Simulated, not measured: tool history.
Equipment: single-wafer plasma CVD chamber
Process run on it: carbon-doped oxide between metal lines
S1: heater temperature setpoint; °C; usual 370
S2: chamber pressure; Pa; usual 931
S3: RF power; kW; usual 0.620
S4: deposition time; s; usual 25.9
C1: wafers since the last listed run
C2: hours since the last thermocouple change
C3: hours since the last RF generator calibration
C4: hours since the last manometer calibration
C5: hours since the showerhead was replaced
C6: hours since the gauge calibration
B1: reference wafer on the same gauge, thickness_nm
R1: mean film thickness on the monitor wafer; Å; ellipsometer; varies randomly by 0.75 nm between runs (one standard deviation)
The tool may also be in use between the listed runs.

Run 1, hour 0.0: usual settings; C1 0; C2 2255.1; C3 1039.9; C4 1144.0; C5 2643.2; C6 639.2; B1 149.295. Result: R1 1385.22 Å.
Run 2, hour 17.0: usual settings; C1 459; C2 2272.1; C3 1056.9; C4 1161.0; C5 2660.2; C6 656.2; B1 149.116. Result: R1 1398.77 Å.
Run 3, hour 36.1: usual settings but S4 27.3 s; C1 516; C2 2291.2; C3 1076.0; C4 1180.1; C5 2679.3; C6 675.3; B1 149.140. Result: R1 1466.68 Å.
Run 4, hour 65.8: usual settings but S4 27.3 s; C1 802; C2 2320.9; C3 1105.7; C4 1209.8; C5 2709.0; C6 705.0; B1 148.829. Result: R1 1469.08 Å.
Run 5, hour 100.2: usual settings but S4 27.3 s; C1 929; C2 2355.3; C3 1140.1; C4 1244.2; C5 2743.4; C6 739.4; B1 149.059. Result: R1 1457.81 Å.
At hour 194.5: gauge calibrated.
Run 6, hour 199.5: usual settings; C1 2682; C2 2454.6; C3 1239.4; C4 1343.5; C5 2842.7; C6 5.0; B1 149.205. Result: R1 1374.59 Å.
Run 7, hour 221.5: usual settings; C1 594; C2 2476.6; C3 1261.4; C4 1365.5; C5 2864.7; C6 27.0; B1 148.786. Result: R1 1389.73 Å.
Run 8, hour 240.3: usual settings; C1 507; C2 2495.4; C3 1280.2; C4 1384.3; C5 2883.5; C6 45.8; B1 148.998. Result: R1 1381.90 Å.
Run 9, hour 262.9: usual settings; C1 610; C2 2518.0; C3 1302.8; C4 1406.9; C5 2906.1; C6 68.4; B1 149.269. Result: R1 1376.68 Å.
At hour 293.3: RF generator calibrated.
Run 10, hour 294.3: usual settings but S1 356 °C, S2 1140 Pa, S3 0.510 kW, S4 24.4 s; C1 632; C2 2549.4; C3 1.0; C4 1438.3; C5 2937.5; C6 99.8; B1 148.970. Result: R1 1069.56 Å.
Run 11, hour 316.7: usual settings but S1 362 °C; C1 605; C2 2571.8; C3 23.4; C4 1460.7; C5 2959.9; C6 122.2; B1 149.110. Result: R1 1347.83 Å.
At hour 342.6: capacitance manometer re-zeroed and calibrated.
At hour 343.4: thermocouple changed; heater temperature recalibrated.
Run 12, hour 350.6: usual settings; C1 678; C2 7.2; C3 57.3; C4 8.0; C5 2993.8; C6 156.1; B1 149.063. Result: R1 1308.59 Å.
Run 13, hour 364.0: usual settings; C1 362; C2 20.6; C3 70.7; C4 21.4; C5 3007.2; C6 169.5; B1 149.304. Result: R1 1315.48 Å.
Run 14, hour 377.6: usual settings but S4 27.3 s; C1 367; C2 34.2; C3 84.3; C4 35.0; C5 3020.8; C6 183.1; B1 149.324. Result: R1 1390.26 Å.
Run 15, hour 408.6: usual settings; C1 837; C2 65.2; C3 115.3; C4 66.0; C5 3051.8; C6 214.1; B1 148.750. Result: R1 1323.93 Å.
Run 16, hour 439.0: usual settings but S3 0.520 kW; C1 821; C2 95.6; C3 145.7; C4 96.4; C5 3082.2; C6 244.5; B1 148.928. Result: R1 1105.62 Å.
Run 17, hour 458.6: usual settings; C1 529; C2 115.2; C3 165.3; C4 116.0; C5 3101.8; C6 264.1; B1 149.347. Result: R1 1305.24 Å.
At hour 480.1: showerhead replaced.
Run 18, hour 482.0: usual settings but S1 377 °C, S2 779 Pa; C1 416; C2 138.6; C3 188.7; C4 139.4; C5 1.9; C6 287.5; B1 148.830. Result: R1 1263.90 Å.
At hour 497.8: RF generator calibrated, repeated, since the last time left the tool worse.
Run 19, hour 514.3: usual settings; C1 656; C2 170.9; C3 16.5; C4 171.7; C5 34.2; C6 319.8; B1 148.863. Result: R1 1438.76 Å.
Run 20, hour 540.5: usual settings but S4 28.5 s; C1 707; C2 197.1; C3 42.7; C4 197.9; C5 60.4; C6 346.0; B1 149.183. Result: R1 1581.23 Å.
Run 21, hour 570.3: usual settings; C1 805; C2 226.9; C3 72.5; C4 227.7; C5 90.2; C6 375.8; B1 149.023. Result: R1 1426.52 Å.
Run 22, hour 593.9: usual settings but S1 383 °C, S2 1068 Pa, S3 0.550 kW; C1 637; C2 250.5; C3 96.1; C4 251.3; C5 113.8; C6 399.4; B1 148.775. Result: R1 1263.94 Å.
Run 23, hour 617.9: usual settings but S1 375 °C, S3 0.580 kW; C1 648; C2 274.5; C3 120.1; C4 275.3; C5 137.8; C6 423.4; B1 149.310. Result: R1 1329.65 Å.
Run 24, hour 644.1: usual settings but S1 362 °C, S2 1085 Pa; C1 707; C2 300.7; C3 146.3; C4 301.5; C5 164.0; C6 449.6; B1 149.010. Result: R1 1480.91 Å.
Run 25, hour 658.8: usual settings but S2 777 Pa, S4 23.5 s; C1 397; C2 315.4; C3 161.0; C4 316.2; C5 178.7; C6 464.3; B1 149.266. Result: R1 1283.02 Å.
Run 26, hour 689.4: usual settings but S2 745 Pa, S3 0.540 kW; C1 826; C2 346.0; C3 191.6; C4 346.8; C5 209.3; C6 494.9; B1 148.907. Result: R1 1242.96 Å.
Run 27, hour 701.8: usual settings but S1 383 °C, S2 1063 Pa, S3 0.515 kW, S4 27.4 s; C1 335; C2 358.4; C3 204.0; C4 359.2; C5 221.7; C6 507.3; B1 148.979. Result: R1 1231.33 Å.

Below are 5 alternative next runs, each starting from the tool's condition after run 27. Predict each:
Run A, hour 702.2: usual settings; C1 10; C2 358.8; C3 204.4; C4 359.6; C5 222.1; C6 507.7; B1 ?. Result: R1 ?.
Run B, hour 702.2: usual settings but S4 30.0 s; C1 10; C2 358.8; C3 204.4; C4 359.6; C5 222.1; C6 507.7; B1 ?. Result: R1 ?.
Run C, hour 702.2: usual settings but S1 374 °C, S2 1091 Pa, S3 0.555 kW, S4 22.2 s; C1 10; C2 358.8; C3 204.4; C4 359.6; C5 222.1; C6 507.7; B1 ?. Result: R1 ?.
Run D, hour 702.2: usual settings but S2 801 Pa; C1 10; C2 358.8; C3 204.4; C4 359.6; C5 222.1; C6 507.7; B1 ?. Result: R1 ?.
Run E, hour 702.2: usual settings but S2 715 Pa, S4 28.5 s; C1 10; C2 358.8; C3 204.4; C4 359.6; C5 222.1; C6 507.7; B1 ?. Result: R1 ?.

run       B1       R1
  A  148.887  1436.86
  B  148.887  1660.58
  C  148.887  1117.89
  D  148.887  1418.41
  E  148.887  1538.08
The same runs, with their run-to-run variation unchanged, on a tool lacking any hidden condition would have given:
run       R1
  A  1449.36
  B  1675.03
  C  1127.89
  D  1430.75
  E  1551.46
